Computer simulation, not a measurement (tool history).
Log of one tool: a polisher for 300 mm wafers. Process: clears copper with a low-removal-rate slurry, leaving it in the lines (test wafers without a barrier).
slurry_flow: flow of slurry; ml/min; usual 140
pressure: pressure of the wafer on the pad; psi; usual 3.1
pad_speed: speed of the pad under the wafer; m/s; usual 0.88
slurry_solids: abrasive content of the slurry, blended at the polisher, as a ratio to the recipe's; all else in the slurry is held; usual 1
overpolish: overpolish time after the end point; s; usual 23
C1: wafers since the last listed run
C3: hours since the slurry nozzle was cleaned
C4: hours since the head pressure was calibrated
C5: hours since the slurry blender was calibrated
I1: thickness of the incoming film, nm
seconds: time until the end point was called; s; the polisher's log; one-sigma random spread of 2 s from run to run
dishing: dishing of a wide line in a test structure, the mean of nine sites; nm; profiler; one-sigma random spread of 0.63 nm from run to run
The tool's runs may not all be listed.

{"run": 1, "hour": 0.0, "slurry_flow": 105, "pressure": 3.1, "pad_speed": 0.88, "slurry_solids": 1.1, "overpolish": 23, "C1": 0, "wafers polished on this pad": 103, "C3": 752.8, "C4": 586.8, "C5": 248.8, "I1": 223.2, "seconds": 104.9, "dishing": 33.2}
{"run": 2, "hour": 28.8, "slurry_flow": 140, "pressure": 3.1, "pad_speed": 0.88, "slurry_solids": 1, "overpolish": 23, "C1": 314, "wafers polished on this pad": 417, "C3": 781.6, "C4": 615.6, "C5": 277.6, "I1": 218.2, "seconds": 103.6, "dishing": 32.8}
{"hour": 68.2, "done": "worn pad replaced by a new one"}
{"run": 3, "hour": 71.2, "slurry_flow": 140, "pressure": 3.1, "pad_speed": 0.88, "slurry_solids": 1, "overpolish": 23, "C1": 419, "wafers polished on this pad": 33, "C3": 824, "C4": 658, "C5": 320, "I1": 219.7, "seconds": 102.9, "dishing": 34.7}
{"run": 4, "hour": 81.7, "slurry_flow": 140, "pressure": 3.1, "pad_speed": 0.88, "slurry_solids": 1, "overpolish": 23, "C1": 114, "wafers polished on this pad": 147, "C3": 834.5, "C4": 668.5, "C5": 330.5, "I1": 219, "seconds": 107.9, "dishing": 32.9}
{"run": 5, "hour": 115.9, "slurry_flow": 140, "pressure": 2.6, "pad_speed": 0.88, "slurry_solids": 1, "overpolish": 23, "C1": 373, "wafers polished on this pad": 521, "C3": 868.7, "C4": 702.7, "C5": 364.7, "I1": 222.1, "seconds": 129.2, "dishing": 29.1}
{"run": 6, "hour": 130.9, "slurry_flow": 140, "pressure": 2.6, "pad_speed": 0.88, "slurry_solids": 1, "overpolish": 23, "C1": 163, "wafers polished on this pad": 685, "C3": 883.7, "C4": 717.7, "C5": 379.7, "I1": 219.9, "seconds": 131.5, "dishing": 27.1}
{"hour": 141.4, "done": "slurry blender recalibrated"}
{"run": 7, "hour": 141.9, "slurry_flow": 140, "pressure": 3.1, "pad_speed": 1.06, "slurry_solids": 1, "overpolish": 29, "C1": 98, "wafers polished on this pad": 783, "C3": 894.7, "C4": 728.7, "C5": 0.5, "I1": 223.6, "seconds": 101.1, "dishing": 42.1}
{"hour": 147.1, "done": "worn pad replaced by a new one"}
{"run": 8, "hour": 147.4, "slurry_flow": 140, "pressure": 3.1, "pad_speed": 1.06, "slurry_solids": 1, "overpolish": 29, "C1": 16, "wafers polished on this pad": 3, "C3": 900.2, "C4": 734.2, "C5": 6, "I1": 214.9, "seconds": 83.7, "dishing": 46.1}
{"run": 9, "hour": 155.1, "slurry_flow": 140, "pressure": 2.7, "pad_speed": 0.88, "slurry_solids": 1, "overpolish": 23, "C1": 84, "wafers polished on this pad": 87, "C3": 907.9, "C4": 741.9, "C5": 13.7, "I1": 216.9, "seconds": 121.6, "dishing": 30.4}
{"run": 10, "hour": 169.1, "slurry_flow": 140, "pressure": 3.1, "pad_speed": 0.88, "slurry_solids": 1, "overpolish": 23, "C1": 152, "wafers polished on this pad": 240, "C3": 921.9, "C4": 755.9, "C5": 27.7, "I1": 218.4, "seconds": 104.4, "dishing": 34.2}
{"run": 11, "hour": 179.7, "slurry_flow": 140, "pressure": 3.1, "pad_speed": 0.88, "slurry_solids": 1, "overpolish": 23, "C1": 115, "wafers polished on this pad": 356, "C3": 932.5, "C4": 766.5, "C5": 38.3, "I1": 218.9, "seconds": 106.7, "dishing": 33.6}
{"run": 12, "hour": 196.0, "slurry_flow": 140, "pressure": 3.1, "pad_speed": 0.88, "slurry_solids": 1, "overpolish": 23, "C1": 178, "wafers polished on this pad": 534, "C3": 948.8, "C4": 782.8, "C5": 54.6, "I1": 219.4, "seconds": 107.8, "dishing": 32.7}
{"hour": 208.9, "done": "slurry nozzle cleaned"}
{"run": 13, "hour": 210.6, "slurry_flow": 140, "pressure": 3.1, "pad_speed": 0.88, "slurry_solids": 1, "overpolish": 23, "C1": 148, "wafers polished on this pad": 682, "C3": 1.7, "C4": 797.4, "C5": 69.2, "I1": 220.7, "seconds": 111.1, "dishing": 32}
{"run": 14, "hour": 224.5, "slurry_flow": 140, "pressure": 3.1, "pad_speed": 0.88, "slurry_solids": 1.15, "overpolish": 37, "C1": 151, "wafers polished on this pad": 834, "C3": 15.6, "C4": 811.3, "C5": 83.1, "I1": 221.6, "seconds": 110.2, "dishing": 46.3}
{"hour": 233.6, "done": "head pressure recalibrated"}
{"run": 15, "hour": 234.6, "slurry_flow": 175, "pressure": 3.1, "pad_speed": 0.88, "slurry_solids": 1.15, "overpolish": 23, "C1": 88, "wafers polished on this pad": 923, "C3": 25.7, "C4": 1, "C5": 93.2, "I1": 220.4, "seconds": 109.8, "dishing": 31.7}
{"hour": 238.7, "done": "worn pad replaced by a new one"}
{"run": 16, "hour": 244.5, "slurry_flow": 140, "pressure": 3.1, "pad_speed": 0.88, "slurry_solids": 1, "overpolish": 23, "C1": 64, "wafers polished on this pad": 63, "C3": 35.6, "C4": 10.9, "C5": 103.1, "I1": 218.3, "seconds": 102.6, "dishing": 34.2}
{"run": 17, "hour": 255.3, "slurry_flow": 110, "pressure": 3.1, "pad_speed": 0.88, "slurry_solids": 1, "overpolish": 11, "C1": 117, "wafers polished on this pad": 181, "C3": 46.4, "C4": 21.7, "C5": 113.9, "I1": 222, "seconds": 110.7, "dishing": 17.4}
{"run": 18, "hour": 272.4, "slurry_flow": 140, "pressure": 3.1, "pad_speed": 0.88, "slurry_solids": 1, "overpolish": 23, "C1": 186, "wafers polished on this pad": 367, "C3": 63.5, "C4": 38.8, "C5": 131, "I1": 220.9, "seconds": 108.1, "dishing": 34.2}
{"run": 19, "hour": 283.1, "slurry_flow": 165, "pressure": 3.1, "pad_speed": 0.88, "slurry_solids": 1, "overpolish": 14, "C1": 116, "wafers polished on this pad": 484, "C3": 74.2, "C4": 49.5, "C5": 141.7, "I1": 217.6, "seconds": 104.2, "dishing": 23.1}
{"run": 20, "hour": 298.8, "slurry_flow": 140, "pressure": 3.1, "pad_speed": 0.8, "slurry_solids": 1.1, "overpolish": 23, "C1": 171, "wafers polished on this pad": 656, "C3": 89.9, "C4": 65.2, "C5": 157.4, "I1": 220.3, "seconds": 114.3, "dishing": 31.6}
{"run": 21, "hour": 314.3, "slurry_flow": 140, "pressure": 3.9, "pad_speed": 0.88, "slurry_solids": 1, "overpolish": 12, "C1": 169, "wafers polished on this pad": 825, "C3": 105.4, "C4": 80.7, "C5": 172.9, "I1": 220, "seconds": 90.7, "dishing": 21.9}
{"run": 22, "hour": 321.3, "slurry_flow": 140, "pressure": 3.9, "pad_speed": 0.88, "slurry_solids": 1.2, "overpolish": 11, "C1": 76, "wafers polished on this pad": 902, "C3": 112.4, "C4": 87.7, "C5": 179.9, "I1": 217.8, "seconds": 88.2, "dishing": 21.8}
{"hour": 337.4, "done": "worn pad replaced by a new one"}
{"run": 23, "hour": 337.9, "slurry_flow": 140, "pressure": 3.1, "pad_speed": 0.88, "slurry_solids": 1.15, "overpolish": 23, "C1": 137, "wafers polished on this pad": 4, "C3": 129, "C4": 104.3, "C5": 196.5, "I1": 223.1, "seconds": 101, "dishing": 34.3}
{"run": 24, "hour": 346.1, "slurry_flow": 120, "pressure": 2.3, "pad_speed": 0.88, "slurry_solids": 1.3, "overpolish": 33, "C1": 89, "wafers polished on this pad": 94, "C3": 137.2, "C4": 112.5, "C5": 204.7, "I1": 222.7, "seconds": 135.7, "dishing": 35.9}
{"run": 25, "hour": 363.5, "slurry_flow": 95, "pressure": 3.1, "pad_speed": 1, "slurry_solids": 1, "overpolish": 23, "C1": 190, "wafers polished on this pad": 284, "C3": 154.6, "C4": 129.9, "C5": 222.1, "I1": 220.2, "seconds": 101.4, "dishing": 34.7}
{"run": 26, "hour": 380.7, "slurry_flow": 140, "pressure": 3.7, "pad_speed": 1.02, "slurry_solids": 1.2, "overpolish": 23, "C1": 187, "wafers polished on this pad": 472, "C3": 171.8, "C4": 147.1, "C5": 239.3, "I1": 223.3, "seconds": 79.5, "dishing": 43.1}
{"run": 27, "hour": 397.4, "slurry_flow": 140, "pressure": 3.1, "pad_speed": 0.66, "slurry_solids": 1.1, "overpolish": 29, "C1": 182, "wafers polished on this pad": 654, "C3": 188.5, "C4": 163.8, "C5": 256, "I1": 218.7, "seconds": 135.7, "dishing": 32.9}
{"run": 28, "hour": 404.7, "slurry_flow": 95, "pressure": 3.1, "pad_speed": 0.88, "slurry_solids": 1, "overpolish": 23, "C1": 79, "wafers polished on this pad": 734, "C3": 195.8, "C4": 171.1, "C5": 263.3, "I1": 224.4, "seconds": 121.4, "dishing": 31.1}

Consider 5 possible next runs. They are alternatives, not a sequence: every one starts from the tool as it was left by run 28. What does each give?
{"run": "A", "hour": 405.2, "slurry_flow": 140, "pressure": 3.4, "pad_speed": 0.88, "slurry_solids": 1, "overpolish": 23, "C1": 5, "wafers polished on this pad": 740, "C3": 196.3, "C4": 171.6, "C5": 263.8, "I1": 218.7, "seconds": "?", "dishing": "?"}
{"run": "B", "hour": 405.2, "slurry_flow": 140, "pressure": 3.1, "pad_speed": 1.12, "slurry_solids": 1, "overpolish": 17, "C1": 5, "wafers polished on this pad": 740, "C3": 196.3, "C4": 171.6, "C5": 263.8, "I1": 218.7, "seconds": "?", "dishing": "?"}
{"run": "C", "hour": 405.2, "slurry_flow": 140, "pressure": 3.1, "pad_speed": 1.06, "slurry_solids": 1, "overpolish": 23, "C1": 5, "wafers polished on this pad": 740, "C3": 196.3, "C4": 171.6, "C5": 263.8, "I1": 218.7, "seconds": "?", "dishing": "?"}
{"run": "D", "hour": 405.2, "slurry_flow": 170, "pressure": 3.1, "pad_speed": 0.88, "slurry_solids": 1, "overpolish": 15, "C1": 5, "wafers polished on this pad": 740, "C3": 196.3, "C4": 171.6, "C5": 263.8, "I1": 218.7, "seconds": "?", "dishing": "?"}
{"run": "E", "hour": 405.2, "slurry_flow": 140, "pressure": 3.1, "pad_speed": 1.1, "slurry_solids": 1, "overpolish": 33, "C1": 5, "wafers polished on this pad": 740, "C3": 196.3, "C4": 171.6, "C5": 263.8, "I1": 218.7, "seconds": "?", "dishing": "?"}

run=A seconds=100 dishing=34.6
run=B seconds=89.3 dishing=29.7
run=C seconds=93.7 dishing=36.2
run=D seconds=106.6 dishing=23.1
run=E seconds=90.7 dishing=48
Stripped of hidden state, with their random variation kept, the same runs would have yielded:
run=A seconds=91.2 dishing=37.1
run=B seconds=81.5 dishing=31.9
run=C seconds=85.4 dishing=38.8
run=D seconds=97.3 dishing=24.9
run=E seconds=82.8 dishing=50.9
